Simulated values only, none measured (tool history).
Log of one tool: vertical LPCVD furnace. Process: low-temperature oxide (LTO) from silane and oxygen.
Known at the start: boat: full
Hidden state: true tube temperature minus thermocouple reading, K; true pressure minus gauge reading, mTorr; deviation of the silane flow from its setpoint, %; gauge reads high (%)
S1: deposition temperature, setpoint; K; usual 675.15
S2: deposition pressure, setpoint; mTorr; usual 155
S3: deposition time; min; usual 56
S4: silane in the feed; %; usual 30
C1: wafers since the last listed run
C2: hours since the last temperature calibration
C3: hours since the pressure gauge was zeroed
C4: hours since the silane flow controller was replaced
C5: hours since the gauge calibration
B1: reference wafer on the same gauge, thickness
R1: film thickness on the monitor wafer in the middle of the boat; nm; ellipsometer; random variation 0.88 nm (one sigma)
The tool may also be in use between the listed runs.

run	hour	S1	S2	S3	S4	C1	C2	C3	C4	C5	B1	R1
1	0	675.15	125	56	30	0	1482.9	1435.3	5330.9	141.7	317.11	251.39
2	33.4	675.15	125	56	30	448	1516.3	1468.7	5364.3	175.1	317.02	250.89
3	65.2	675.15	125	56	30	427	1548.1	1500.5	5396.1	206.9	317.25	251.12
4	87.1	675.15	155	56	30	294	1570	1522.4	5418	228.8	317.04	309.26
5	122.9	675.15	155	56	30	481	1605.8	1558.2	5453.8	264.6	316.75	309.12
6	142.1	675.15	155	56	30	258	1625	1577.4	5473	283.8	316.98	309.5
7	168.4	675.15	155	56	30	353	1651.3	1603.7	5499.3	310.1	317.09	309.05
# hour 196.1: pressure gauge zeroed
8	196.6	675.15	165	41.5	30	56	1679.5	0.5	5527.5	338.3	317.12	232.32
# hour 225.2: thermocouples replaced and temperature profile calibrated
9	255.5	675.15	125	56	30	469	30.3	59.4	5586.4	397.2	316.87	238.53
10	288.5	681.15	155	65.5	27	443	63.3	92.4	5619.4	430.2	317.07	317.77
# hour 324.7: silane flow controller replaced
11	325.2	684.15	175	56	26	170	100	129.1	0.5	466.9	317.04	298.28
12	337.2	675.15	130	56	30	161	112	141.1	12.5	478.9	316.95	247.5
# hour 352.1: gauge calibrated
13	383	683.15	115	56	30	615	157.8	186.9	58.3	30.9	317.3	240.93
14	468.1	664.15	155	56	35	1143	242.9	272	143.4	116	316.97	324.26

Forecast each of these 3 alternatives for the next run:
A	473.1	675.15	155	71	30	67	247.9	277	148.4	121	?	?
B	473.1	666.15	155	56	26	67	247.9	277	148.4	121	?	?
C	473.1	675.15	155	42.5	34	67	247.9	277	148.4	121	?	?

run	B1	R1
A	317.05	374.58
B	317.05	213.1
C	317.05	267.45
Without the tool's hidden state the same runs would have given:
run	R1
A	371.52
B	211.36
C	265.26
